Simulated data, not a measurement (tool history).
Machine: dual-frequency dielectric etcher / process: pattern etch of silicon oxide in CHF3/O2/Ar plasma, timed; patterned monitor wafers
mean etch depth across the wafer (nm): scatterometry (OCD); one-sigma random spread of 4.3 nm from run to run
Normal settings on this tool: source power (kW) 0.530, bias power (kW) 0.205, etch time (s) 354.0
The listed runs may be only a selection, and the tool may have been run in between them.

| run | hour | source power (kW) | bias power (kW) | etch time (s) | read-back reference wafer on the same gauge, depth_nm | mean etch depth across the wafer (nm) |
|---|---|---|---|---|---|---|
| 1 | 0.0 | 0.530 | 0.237 | 354.0 | 852.6 | 775.2 |
|  | 67.4 | wet clean of the chamber |
| 2 | 67.9 | 0.530 | 0.224 | 354.0 | 852.8 | 757.9 |
| 3 | 148.9 | 0.530 | 0.224 | 354.0 | 854.2 | 751.3 |
| 4 | 221.5 | 0.530 | 0.205 | 411.5 | 851.8 | 848.0 |
| 5 | 318.6 | 0.430 | 0.205 | 354.0 | 853.3 | 675.7 |
| 6 | 378.4 | 0.430 | 0.205 | 354.0 | 853.0 | 678.6 |
| 7 | 475.6 | 0.430 | 0.205 | 354.0 | 853.4 | 671.5 |
|  | 527.5 | wet clean of the chamber |
| 8 | 541.9 | 0.530 | 0.205 | 354.0 | 850.8 | 739.7 |
| 9 | 614.7 | 0.530 | 0.216 | 354.0 | 853.3 | 746.6 |
| 10 | 743.5 | 0.560 | 0.205 | 354.0 | 851.6 | 750.8 |
| 11 | 795.2 | 0.560 | 0.205 | 354.0 | 851.7 | 739.2 |
| 12 | 894.6 | 0.620 | 0.205 | 354.0 | 851.8 | 787.9 |
|  | 951.5 | wet clean of the chamber |
|  | 961.9 | source power generator calibrated |
| 13 | 976.0 | 0.530 | 0.205 | 354.0 | 853.0 | 729.1 |
|  | 1105.5 | gauge calibrated |
| 14 | 1191.8 | 0.630 | 0.205 | 443.5 | 851.6 | 971.7 |
| 15 | 1270.8 | 0.480 | 0.238 | 354.0 | 851.1 | 748.9 |
|  | 1356.2 | upper electrode replaced |
| 16 | 1365.8 | 0.530 | 0.205 | 354.0 | 851.4 | 735.5 |
|  | 1427.9 | wet clean of the chamber |
| 17 | 1428.4 | 0.530 | 0.160 | 311.5 | 852.9 | 581.0 |
| 18 | 1508.5 | 0.530 | 0.205 | 305.5 | 851.8 | 632.6 |

Run 19 is up next; what results do you expect?
|  | 1525.7 | bias power generator calibrated |
| 19 | 1562.9 | 0.400 | 0.205 | 265.0 | ? | ? |

{"run 19": {"read-back reference wafer on the same gauge, depth_nm": 852.1, "mean etch depth across the wafer (nm)": 492.2}}
The same run, on a tool lacking any hidden state, would have yielded mean etch depth across the wafer (nm) 492.2.
